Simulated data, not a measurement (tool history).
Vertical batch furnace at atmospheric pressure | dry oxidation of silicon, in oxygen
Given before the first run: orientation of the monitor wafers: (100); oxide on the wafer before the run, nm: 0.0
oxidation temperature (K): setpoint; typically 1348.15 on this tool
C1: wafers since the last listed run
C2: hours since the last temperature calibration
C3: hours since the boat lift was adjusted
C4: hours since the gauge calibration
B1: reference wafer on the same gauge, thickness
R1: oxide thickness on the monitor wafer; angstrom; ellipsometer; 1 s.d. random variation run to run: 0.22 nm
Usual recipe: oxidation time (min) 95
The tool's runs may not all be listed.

{"run": 1, "hour": 0.0, "oxidation temperature (K)": 1341.15, "oxidation time (min)": 95, "C1": 0, "C2": 4461.3, "C3": 4133.8, "C4": 152.3, "B1": 141.94, "R1": 1373.8}
{"run": 2, "hour": 9.8, "oxidation temperature (K)": 1341.15, "oxidation time (min)": 95, "C1": 73, "C2": 4471.1, "C3": 4143.6, "C4": 162.1, "B1": 142.03, "R1": 1373.2}
{"run": 3, "hour": 20.2, "oxidation temperature (K)": 1341.15, "oxidation time (min)": 95, "C1": 78, "C2": 4481.5, "C3": 4154, "C4": 172.5, "B1": 142.03, "R1": 1374.4}
{"run": 4, "hour": 44.2, "oxidation temperature (K)": 1348.15, "oxidation time (min)": 95, "C1": 180, "C2": 4505.5, "C3": 4178, "C4": 196.5, "B1": 142, "R1": 1447.3}
{"run": 5, "hour": 69.5, "oxidation temperature (K)": 1348.15, "oxidation time (min)": 95, "C1": 190, "C2": 4530.8, "C3": 4203.3, "C4": 221.8, "B1": 142.11, "R1": 1446.7}
{"run": 6, "hour": 91.6, "oxidation temperature (K)": 1348.15, "oxidation time (min)": 95, "C1": 165, "C2": 4552.9, "C3": 4225.4, "C4": 243.9, "B1": 141.92, "R1": 1449.3}
{"run": 7, "hour": 103.4, "oxidation temperature (K)": 1348.15, "oxidation time (min)": 95, "C1": 88, "C2": 4564.7, "C3": 4237.2, "C4": 255.7, "B1": 142.04, "R1": 1452.4}
{"run": 8, "hour": 118.6, "oxidation temperature (K)": 1360.15, "oxidation time (min)": 68.5, "C1": 114, "C2": 4579.9, "C3": 4252.4, "C4": 270.9, "B1": 142.04, "R1": 1286.9}
{"run": 9, "hour": 138.5, "oxidation temperature (K)": 1334.15, "oxidation time (min)": 95, "C1": 149, "C2": 4599.8, "C3": 4272.3, "C4": 290.8, "B1": 141.95, "R1": 1302.3}
{"run": 10, "hour": 187.3, "oxidation temperature (K)": 1334.15, "oxidation time (min)": 95, "C1": 366, "C2": 4648.6, "C3": 4321.1, "C4": 339.6, "B1": 142.04, "R1": 1300}
{"hour": 194.9, "done": "gauge calibrated"}
{"run": 11, "hour": 209.5, "oxidation temperature (K)": 1355.15, "oxidation time (min)": 59.5, "C1": 166, "C2": 4670.8, "C3": 4343.3, "C4": 14.6, "B1": 142.05, "R1": 1136}
{"run": 12, "hour": 232.8, "oxidation temperature (K)": 1334.15, "oxidation time (min)": 74, "C1": 174, "C2": 4694.1, "C3": 4366.6, "C4": 37.9, "B1": 142.03, "R1": 1107.6}
{"hour": 298.4, "done": "boat lift adjusted"}
{"hour": 302.3, "done": "thermocouples replaced and temperature profile calibrated"}
{"run": 13, "hour": 302.8, "oxidation temperature (K)": 1365.15, "oxidation time (min)": 71, "C1": 315, "C2": 0.5, "C3": 4.4, "C4": 107.9, "B1": 141.87, "R1": 1365.3}
{"run": 14, "hour": 312.9, "oxidation temperature (K)": 1369.15, "oxidation time (min)": 56, "C1": 75, "C2": 10.6, "C3": 14.5, "C4": 118, "B1": 142.06, "R1": 1208.6}
{"run": 15, "hour": 327.8, "oxidation temperature (K)": 1348.15, "oxidation time (min)": 134, "C1": 111, "C2": 25.5, "C3": 29.4, "C4": 132.9, "B1": 142, "R1": 1798.6}
{"run": 16, "hour": 344.6, "oxidation temperature (K)": 1348.15, "oxidation time (min)": 95, "C1": 126, "C2": 42.3, "C3": 46.2, "C4": 149.7, "B1": 142.04, "R1": 1447.4}
{"run": 17, "hour": 365.4, "oxidation temperature (K)": 1325.15, "oxidation time (min)": 95, "C1": 156, "C2": 63.1, "C3": 67, "C4": 170.5, "B1": 141.95, "R1": 1212.4}
{"run": 18, "hour": 376.4, "oxidation temperature (K)": 1355.15, "oxidation time (min)": 121.5, "C1": 82, "C2": 74.1, "C3": 78, "C4": 181.5, "B1": 142.08, "R1": 1780.9}
{"run": 19, "hour": 393.8, "oxidation temperature (K)": 1356.15, "oxidation time (min)": 74.5, "C1": 130, "C2": 91.5, "C3": 95.4, "C4": 198.9, "B1": 141.94, "R1": 1319.1}
{"run": 20, "hour": 418.5, "oxidation temperature (K)": 1348.15, "oxidation time (min)": 95, "C1": 185, "C2": 116.2, "C3": 120.1, "C4": 223.6, "B1": 141.94, "R1": 1443.8}

Alternative continuations, all from the tool just after run 20; predict every row:
{"run": "A", "hour": 424.6, "oxidation temperature (K)": 1348.15, "oxidation time (min)": 95, "C1": 45, "C2": 122.3, "C3": 126.2, "C4": 229.7, "B1": "?", "R1": "?"}
{"run": "B", "hour": 424.6, "oxidation temperature (K)": 1371.15, "oxidation time (min)": 135, "C1": 45, "C2": 122.3, "C3": 126.2, "C4": 229.7, "B1": "?", "R1": "?"}
{"run": "C", "hour": 424.6, "oxidation temperature (K)": 1356.15, "oxidation time (min)": 48, "C1": 45, "C2": 122.3, "C3": 126.2, "C4": 229.7, "B1": "?", "R1": "?"}

run=A B1=141.93 R1=1444.4
run=B B1=141.93 R1=2112.6
run=C B1=141.93 R1=997
The same runs, with their run-to-run variation unchanged, on a tool lacking any hidden condition would have given:
run=A R1=1444.4
run=B R1=2112.6
run=C R1=997
